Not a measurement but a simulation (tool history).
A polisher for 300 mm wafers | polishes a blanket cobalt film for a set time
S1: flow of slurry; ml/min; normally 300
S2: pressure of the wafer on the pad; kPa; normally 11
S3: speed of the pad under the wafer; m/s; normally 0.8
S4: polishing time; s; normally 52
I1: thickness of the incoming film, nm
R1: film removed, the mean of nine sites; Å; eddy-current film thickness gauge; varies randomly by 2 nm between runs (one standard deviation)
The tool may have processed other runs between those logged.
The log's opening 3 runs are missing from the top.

At hour 232.7: worn pad replaced by a new one.
At hour 263.4: slurry nozzle cleaned.
At hour 271.4: head pressure recalibrated.
Run 4, hour 286.4: usual settings; I1 1000.9. Result: R1 1478 Å.
Run 5, hour 318.7: usual settings; I1 994.3. Result: R1 1442 Å.
Run 6, hour 372.6: usual settings; I1 985.1. Result: R1 1437 Å.
Run 7, hour 435.2: usual settings but S2 7.6 kPa; I1 987.5. Result: R1 1060 Å.
Run 8, hour 472.3: usual settings but S3 0.62 m/s; I1 1004.5. Result: R1 1227 Å.
Run 9, hour 515.9: usual settings; I1 995.4. Result: R1 1449 Å.
Run 10, hour 556.7: usual settings but S1 235 ml/min; I1 980.4. Result: R1 1401 Å.
Run 11, hour 616.5: usual settings; I1 994.2. Result: R1 1469 Å.
Run 12, hour 651.8: usual settings; I1 999.9. Result: R1 1441 Å.
Run 13, hour 678.5: usual settings; I1 1006.5. Result: R1 1453 Å.
At hour 690.7: worn pad replaced by a new one.
At hour 716.4: head pressure recalibrated.
Run 14, hour 737.7: usual settings; I1 1003.2. Result: R1 1418 Å.
At hour 796.3: slurry nozzle cleaned.
Run 15, hour 902.5: usual settings; I1 993.3. Result: R1 1488 Å.
Run 16, hour 968: usual settings but S1 390 ml/min, S2 8.3 kPa, S3 0.6 m/s, S4 67 s; I1 989.8. Result: R1 1237 Å.
Run 17, hour 997.7: usual settings but S1 275 ml/min, S4 60 s; I1 985.6. Result: R1 1662 Å.
Run 18, hour 1033.9: usual settings; I1 1006.2. Result: R1 1431 Å.
Run 19, hour 1105.4: usual settings but S3 0.68 m/s, S4 59 s; I1 1022.8. Result: R1 1450 Å.
At hour 1111.2: worn pad replaced by a new one.
At hour 1135.8: head pressure recalibrated.
Run 20, hour 1137.2: usual settings; I1 1003. Result: R1 1475 Å.
Run 21, hour 1179.7: usual settings but S1 370 ml/min, S2 14.5 kPa, S3 0.9 m/s; I1 992.6. Result: R1 2068 Å.
Run 22, hour 1233.3: usual settings but S2 13.1 kPa, S3 0.52 m/s; I1 988.2. Result: R1 1251 Å.
At hour 1245.2: slurry nozzle cleaned.
Run 23, hour 1286.4: usual settings; I1 1009.1. Result: R1 1427 Å.
Run 24, hour 1337.2: usual settings but S1 275 ml/min, S4 60 s; I1 994.3. Result: R1 1620 Å.
Run 25, hour 1407.5: usual settings but S3 0.72 m/s, S4 41 s; I1 994.3. Result: R1 1057 Å.

Predict the results of run 26:
Run 26, hour 1467.4: usual settings but S3 1.06 m/s; I1 1007.9. Result: R1 ?.

R1: 1846 Å
On a tool with no hidden condition, and with the same random variation, this run would have come out at R1 1846 Å.
